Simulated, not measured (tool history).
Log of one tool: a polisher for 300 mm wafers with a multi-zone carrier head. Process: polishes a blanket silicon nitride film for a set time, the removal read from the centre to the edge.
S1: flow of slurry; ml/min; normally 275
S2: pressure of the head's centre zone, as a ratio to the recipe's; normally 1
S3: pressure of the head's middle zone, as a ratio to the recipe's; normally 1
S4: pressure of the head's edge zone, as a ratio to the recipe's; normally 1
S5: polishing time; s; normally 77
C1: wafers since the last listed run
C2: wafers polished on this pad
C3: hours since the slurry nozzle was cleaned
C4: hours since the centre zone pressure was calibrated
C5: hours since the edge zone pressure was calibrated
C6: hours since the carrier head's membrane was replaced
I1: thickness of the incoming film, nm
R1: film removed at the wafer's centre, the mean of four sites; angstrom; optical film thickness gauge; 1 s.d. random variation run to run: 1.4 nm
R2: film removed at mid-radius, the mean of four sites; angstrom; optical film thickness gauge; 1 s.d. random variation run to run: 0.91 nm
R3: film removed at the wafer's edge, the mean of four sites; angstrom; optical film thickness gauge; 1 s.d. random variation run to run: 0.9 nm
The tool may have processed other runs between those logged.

{"run": 1, "hour": 0.0, "S1": 245, "S2": 1, "S3": 1, "S4": 1, "S5": 77, "C1": 0, "C2": 672, "C3": 300.5, "C4": 921.7, "C5": 1066.7, "C6": 662, "I1": 944.1, "R1": 815, "R2": 826, "R3": 824}
{"hour": 9.6, "done": "worn pad replaced by a new one"}
{"run": 2, "hour": 10.1, "S1": 245, "S2": 1, "S3": 1, "S4": 1, "S5": 77, "C1": 43, "C2": 3, "C3": 310.6, "C4": 931.8, "C5": 1076.8, "C6": 672.1, "I1": 953.1, "R1": 904, "R2": 910, "R3": 918}
{"run": 3, "hour": 16.7, "S1": 245, "S2": 1, "S3": 1, "S4": 1, "S5": 77, "C1": 46, "C2": 50, "C3": 317.2, "C4": 938.4, "C5": 1083.4, "C6": 678.7, "I1": 947.4, "R1": 924, "R2": 906, "R3": 912}
{"run": 4, "hour": 24.3, "S1": 275, "S2": 1, "S3": 1, "S4": 0.92, "S5": 77, "C1": 53, "C2": 104, "C3": 324.8, "C4": 946, "C5": 1091, "C6": 686.3, "I1": 939.8, "R1": 957, "R2": 923, "R3": 913}
{"run": 5, "hour": 36.7, "S1": 275, "S2": 1, "S3": 1, "S4": 0.92, "S5": 77, "C1": 88, "C2": 192, "C3": 337.2, "C4": 958.4, "C5": 1103.4, "C6": 698.7, "I1": 935.6, "R1": 936, "R2": 914, "R3": 902}
{"run": 6, "hour": 47.9, "S1": 275, "S2": 1, "S3": 1, "S4": 0.92, "S5": 77, "C1": 79, "C2": 272, "C3": 348.4, "C4": 969.6, "C5": 1114.6, "C6": 709.9, "I1": 943.1, "R1": 920, "R2": 896, "R3": 875}
{"run": 7, "hour": 58.1, "S1": 275, "S2": 1, "S3": 1, "S4": 1, "S5": 77, "C1": 72, "C2": 344, "C3": 358.6, "C4": 979.8, "C5": 1124.8, "C6": 720.1, "I1": 957.7, "R1": 902, "R2": 875, "R3": 904}
{"run": 8, "hour": 69.7, "S1": 355, "S2": 1.06, "S3": 1, "S4": 1, "S5": 77, "C1": 82, "C2": 427, "C3": 370.2, "C4": 991.4, "C5": 1136.4, "C6": 731.7, "I1": 943.3, "R1": 990, "R2": 921, "R3": 907}
{"hour": 77.4, "done": "edge zone pressure recalibrated"}
{"run": 9, "hour": 79.9, "S1": 335, "S2": 1, "S3": 1, "S4": 0.88, "S5": 56, "C1": 58, "C2": 485, "C3": 380.4, "C4": 1001.6, "C5": 2.5, "C6": 741.9, "I1": 944, "R1": 655, "R2": 645, "R3": 609}
{"hour": 107.7, "done": "worn pad replaced by a new one"}
{"hour": 107.8, "done": "slurry nozzle cleaned"}
{"run": 10, "hour": 108.2, "S1": 275, "S2": 1, "S3": 1, "S4": 1, "S5": 50, "C1": 171, "C2": 2, "C3": 0.4, "C4": 1029.9, "C5": 30.8, "C6": 770.2, "I1": 947.4, "R1": 668, "R2": 651, "R3": 651}
{"run": 11, "hour": 116.2, "S1": 245, "S2": 1, "S3": 1, "S4": 1, "S5": 77, "C1": 56, "C2": 59, "C3": 8.4, "C4": 1037.9, "C5": 38.8, "C6": 778.2, "I1": 947.1, "R1": 1025, "R2": 992, "R3": 978}
{"hour": 121.9, "done": "carrier head's membrane replaced by a new one"}
{"hour": 129.4, "done": "centre zone pressure recalibrated"}
{"run": 12, "hour": 133.5, "S1": 275, "S2": 1.06, "S3": 1, "S4": 1, "S5": 77, "C1": 73, "C2": 132, "C3": 25.7, "C4": 4.1, "C5": 56.1, "C6": 11.6, "I1": 939.7, "R1": 1084, "R2": 986, "R3": 977}
{"run": 13, "hour": 143.0, "S1": 275, "S2": 1, "S3": 1, "S4": 1, "S5": 77, "C1": 67, "C2": 200, "C3": 35.2, "C4": 13.6, "C5": 65.6, "C6": 21.1, "I1": 953.3, "R1": 1011, "R2": 994, "R3": 972}

Run 14 comes next. What will it give?
{"run": 14, "hour": 152.4, "S1": 275, "S2": 1, "S3": 1.1, "S4": 1, "S5": 77, "C1": 66, "C2": 266, "C3": 44.6, "C4": 23, "C5": 75, "C6": 30.5, "I1": 946, "R1": "?", "R2": "?", "R3": "?"}

{"run 14": {"R1": 1009, "R2": 1070, "R3": 962}}
Take away the tool's hidden state, keep the run-to-run variation as it was, and the same run would have given R1 1045 angstrom, R2 1107 angstrom, R3 995 angstrom.
